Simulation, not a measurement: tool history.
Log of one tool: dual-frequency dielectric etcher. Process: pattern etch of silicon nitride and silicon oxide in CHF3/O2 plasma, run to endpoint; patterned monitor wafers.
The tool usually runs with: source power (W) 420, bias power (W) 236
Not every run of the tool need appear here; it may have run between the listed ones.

run   hour  source power (W)  bias power (W)  incoming incoming film thickness, nm  endpoint time (s)
  1    0.0               460             272                                 285.2              187.8
  2   26.4               420             212                                 284.5              207.6
  3   48.0               420             254                                 284.8              198.8
  4   76.2               420             254                                 286.9              201.8
  5  105.5               420             254                                 283.5              195.4
  6  138.4               420             236                                 283.1              201.8
  7  185.0               440             271                                 284.4              190.0
  8  206.8               440             271                                 282.1              189.9
  9  223.3               440             271                                 284.1              191.5
 10  243.7               480             236                                 286.8              193.2
 11  259.2               480             236                                 285.9              193.5
 12  283.0               470             277                                 285.6              185.1
     293.8  -- source power generator calibrated
 13  304.5               470             277                                 283.4              184.7
 14  327.0               470             277                                 289.2              189.7
 15  342.5               420             236                                 284.8              206.0
 16  372.4               420             236                                 287.4              205.8
 17  407.2               380             278                                 287.8              207.1
     411.2  -- bias power generator calibrated
 18  429.9               420             236                                 283.3              205.2
 19  445.0               420             236                                 283.0              201.3
     481.6  -- upper electrode replaced
 20  482.1               420             236                                 285.3              206.3
 21  492.1               420             236                                 282.9              205.4
 22  518.8               380             287                                 287.1              207.5
 23  532.1               340             213                                 285.8              235.7
     572.8  -- wet clean of the chamber
 24  573.3               420             279                                 288.0              206.9
 25  575.1               370             236                                 285.7              229.0
 26  602.4               420             202                                 284.7              220.4
 27  695.4               460             195                                 287.7              218.7
     722.9  -- wet clean of the chamber, repeated, since the last time left the tool worse
 28  723.4               340             292                                 281.4              206.5
 29  738.1               420             236                                 284.9              202.5
 30  763.6               450             236                                 286.2              194.9
 31  784.4               500             291                                 284.3              176.8
 32  807.6               460             192                                 285.4              204.1
 33  836.4               420             236                                 287.4              205.0
 34  848.8               470             236                                 285.6              192.9
 35  860.9               420             236                                 284.9              202.4

List, for all runs, the conditions of the tool that the log does not record:
source power that arrives over what is set, %: 0, the same for each run
bias power that arrives over what is set, %: 0, the same for each run
H1: etch rate over this chamber's usual, %
run      H1
  1  -0.315
  2  -0.447
  3  -0.556
  4  -0.697
  5  -0.845
  6   -1.01
  7   -1.24
  8   -1.35
  9   -1.44
 10   -1.54
 11   -1.62
 12   -1.74
 13   -1.84
 14   -1.96
 15   -2.03
 16   -2.19
 17   -2.36
 18   -2.47
 19   -2.55
 20   -2.74
 21   -2.79
 22   -2.92
 23   -2.99
 24   -6.14
 25   -6.15
 26   -6.29
 27   -6.75
 28  -0.342
 29  -0.416
 30  -0.544
 31  -0.648
 32  -0.765
 33  -0.909
 34  -0.972
 35   -1.03
